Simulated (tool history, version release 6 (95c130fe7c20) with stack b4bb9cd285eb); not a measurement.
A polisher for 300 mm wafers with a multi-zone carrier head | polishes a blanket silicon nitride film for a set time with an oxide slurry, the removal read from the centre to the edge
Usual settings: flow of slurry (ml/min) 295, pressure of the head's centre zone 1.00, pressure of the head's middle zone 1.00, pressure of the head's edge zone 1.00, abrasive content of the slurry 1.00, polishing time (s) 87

| run | hour | flow of slurry (ml/min) | pressure of the head's centre zone | pressure of the head's middle zone | pressure of the head's edge zone | abrasive content of the slurry | polishing time (s) | incoming thickness of the incoming film, nm | film removed at the wafer's centre (nm) | film removed at mid-radius (nm) | film removed at the wafer's edge (nm) |
|---|---|---|---|---|---|---|---|---|---|---|---|
| 1 | 0.0 | 295 | 1.00 | 1.00 | 1.00 | 1.00 | 87 | 455.6 | 75.4 | 73.1 | 75.7 |
|  | 9.6 | slurry nozzle cleaned |
|  | 30.4 | worn pad replaced by a new one |
| 2 | 66.7 | 295 | 1.00 | 1.00 | 1.00 | 1.00 | 87 | 455.6 | 78.9 | 76.8 | 79.8 |
| 3 | 123.6 | 295 | 1.00 | 1.00 | 1.00 | 1.00 | 87 | 464.4 | 77.3 | 75.8 | 78.7 |
| 4 | 185.8 | 295 | 1.00 | 1.00 | 1.00 | 1.00 | 69 | 458.9 | 61.0 | 59.8 | 62.8 |
| 5 | 228.3 | 335 | 1.00 | 0.91 | 1.00 | 1.00 | 87 | 451.9 | 77.1 | 72.0 | 80.5 |
|  | 271.6 | worn pad replaced by a new one |
|  | 273.6 | edge zone pressure recalibrated |
| 6 | 280.3 | 335 | 1.00 | 0.91 | 1.00 | 1.00 | 87 | 464.2 | 77.5 | 72.3 | 79.3 |
| 7 | 323.9 | 295 | 1.08 | 1.00 | 1.00 | 1.00 | 87 | 457.7 | 82.3 | 73.7 | 78.2 |
| 8 | 356.4 | 295 | 1.08 | 1.00 | 1.00 | 1.00 | 87 | 461.2 | 81.8 | 74.3 | 78.4 |
| 9 | 413.6 | 295 | 1.00 | 0.95 | 1.00 | 0.80 | 87 | 464.0 | 67.5 | 64.3 | 69.8 |
| 10 | 458.8 | 295 | 1.00 | 0.95 | 1.00 | 0.80 | 87 | 453.7 | 67.1 | 64.8 | 68.8 |
|  | 473.0 | worn pad replaced by a new one |
| 11 | 502.5 | 295 | 1.00 | 1.06 | 1.06 | 1.00 | 87 | 463.4 | 73.6 | 76.3 | 79.9 |
| 12 | 537.7 | 295 | 1.00 | 1.11 | 1.00 | 1.00 | 87 | 454.8 | 74.9 | 78.1 | 77.5 |
| 13 | 565.5 | 295 | 0.92 | 1.00 | 1.00 | 1.00 | 87 | 460.9 | 70.3 | 73.3 | 78.3 |
|  | 585.7 | edge zone pressure recalibrated |
|  | 602.1 | carrier head's membrane replaced by a new one |
|  | 626.4 | slurry nozzle cleaned |
| 14 | 638.0 | 295 | 1.00 | 1.00 | 1.00 | 1.00 | 87 | 460.1 | 77.8 | 77.1 | 79.6 |
|  | 688.9 | worn pad replaced by a new one |
| 15 | 694.8 | 295 | 0.96 | 1.00 | 1.00 | 0.75 | 87 | 463.4 | 63.6 | 65.8 | 68.9 |
| 16 | 730.5 | 295 | 1.07 | 1.00 | 1.00 | 1.00 | 59 | 461.8 | 55.5 | 50.8 | 53.1 |
| 17 | 796.6 | 295 | 1.00 | 1.12 | 1.00 | 1.00 | 87 | 462.0 | 75.7 | 79.0 | 78.4 |
|  | 808.9 | centre zone pressure recalibrated |
| 18 | 822.1 | 295 | 1.00 | 1.00 | 1.05 | 1.00 | 87 | 464.7 | 77.8 | 75.1 | 81.3 |
| 19 | 859.4 | 365 | 1.00 | 1.00 | 1.00 | 1.00 | 98 | 458.8 | 88.8 | 86.1 | 89.1 |
|  | 888.6 | worn pad replaced by a new one |
|  | 900.1 | edge zone pressure recalibrated |
| 20 | 991.3 | 295 | 0.90 | 1.00 | 0.92 | 0.70 | 67 | 456.1 | 43.7 | 47.5 | 48.0 |
| 21 | 1036.4 | 295 | 1.00 | 1.00 | 1.00 | 1.00 | 87 | 451.6 | 75.7 | 72.9 | 76.2 |

Forecast each of these 4 alternatives for the next run:
| A | 1036.8 | 295 | 1.00 | 1.10 | 1.00 | 1.00 | 87 | 455.3 | ? | ? | ? |
| B | 1036.8 | 295 | 1.00 | 1.00 | 1.00 | 1.30 | 87 | 455.3 | ? | ? | ? |
| C | 1036.8 | 210 | 1.00 | 1.00 | 1.05 | 1.20 | 87 | 455.3 | ? | ? | ? |
| D | 1036.8 | 365 | 1.00 | 1.00 | 0.93 | 1.00 | 107 | 455.3 | ? | ? | ? |

| run | film removed at the wafer's centre (nm) | film removed at mid-radius (nm) | film removed at the wafer's edge (nm) |
|---|---|---|---|
| A | 76.9 | 77.6 | 77.5 |
| B | 85.9 | 82.5 | 86.7 |
| C | 79.2 | 76.5 | 83.0 |
| D | 97.1 | 93.0 | 94.3 |
Without the tool's hidden state the same runs would have given:
| run | film removed at the wafer's centre (nm) | film removed at mid-radius (nm) | film removed at the wafer's edge (nm) |
|---|---|---|---|
| A | 81.3 | 81.6 | 80.5 |
| B | 90.8 | 86.7 | 90.0 |
| C | 85.1 | 81.5 | 87.0 |
| D | 101.7 | 97.0 | 97.3 |
